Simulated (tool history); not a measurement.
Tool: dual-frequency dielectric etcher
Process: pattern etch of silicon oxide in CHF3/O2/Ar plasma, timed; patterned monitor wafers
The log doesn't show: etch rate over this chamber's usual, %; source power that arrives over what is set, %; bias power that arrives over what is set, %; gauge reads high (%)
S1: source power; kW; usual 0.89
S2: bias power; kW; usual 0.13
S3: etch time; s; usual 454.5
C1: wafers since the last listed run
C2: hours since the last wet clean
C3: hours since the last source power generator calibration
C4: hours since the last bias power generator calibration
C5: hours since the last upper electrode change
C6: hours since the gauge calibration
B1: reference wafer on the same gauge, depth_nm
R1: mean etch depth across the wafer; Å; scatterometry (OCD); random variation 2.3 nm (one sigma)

run,day,S1,S2,S3,C1,C2,C3,C4,C5,C6,B1,R1
1,0,0.89,0.13,375.5,0,398.6,1974.3,2331,2293.4,326.2,1150.4,8242
2,3.562,0.89,0.13,375.5,361,484.1,2059.8,2416.5,2378.9,411.7,1150.2,8237
# day 4.912: wet clean of the chamber
3,5.538,0.89,0.13,375.5,98,15,2107.2,2463.9,2426.3,459.1,1150.6,8251
4,9.296,0.89,0.13,454.5,381,105.2,2197.4,2554.1,2516.5,549.3,1149.7,9971
5,13.488,0.89,0.13,454.5,425,205.8,2298,2654.7,2617.1,649.9,1150.3,9939
# day 20.742: bias power generator calibrated
# day 25.104: wet clean of the chamber
6,25.125,0.89,0.13,454.5,1062,0.5,2577.3,105.2,2896.4,929.2,1150.9,9974
7,27.867,0.89,0.13,454.5,278,66.3,2643.1,171,2962.2,995,1149.3,10051
8,30.3,0.89,0.13,454.5,246,124.7,2701.5,229.4,3020.6,1053.4,1150.1,9989
# day 32.612: source power generator calibrated
# day 34.767: upper electrode replaced
9,34.788,0.89,0.13,454.5,336,232.4,52.2,337.1,0.5,1161.1,1150.2,9857
# day 36.496: gauge calibrated
10,37.208,1.03,0.13,526.5,245,290.5,110.3,395.2,58.6,17.1,1149.8,11867
11,40.858,0.95,0.107,403.5,370,378.1,197.9,482.8,146.2,104.7,1150.5,8230
# day 43.146: wet clean of the chamber
12,43.438,0.89,0.13,454.5,160,7,259.8,544.7,208.1,166.6,1149.9,9849
13,46.142,0.77,0.13,361,274,71.9,324.7,609.6,273,231.5,1150.5,7550
14,48.129,0.89,0.118,331.5,201,119.6,372.4,657.3,320.7,279.2,1150.6,6930
15,52.233,0.82,0.105,330,416,218.1,470.9,755.8,419.2,377.7,1149.9,6416
16,54.962,0.72,0.161,574,276,283.6,536.4,821.3,484.7,443.2,1149.8,12924
17,58.65,0.96,0.13,543.5,374,372.1,624.9,909.8,573.2,531.7,1150.1,12076
18,62.512,0.89,0.099,502,391,464.8,717.6,1002.5,665.9,624.4,1149.9,9748

Measured less the same run without the tool's hidden state. The same run-to-run variation is in both; the gauge's scatter may not be:
run,R1
1,+78
2,+81
3,+84
4,+106
5,+111
6,+126
7,+130
8,+132
9,-8
10,-6
11,+0
12,+4
13,+5
14,+7
15,+9
16,+23
17,+27
18,+28
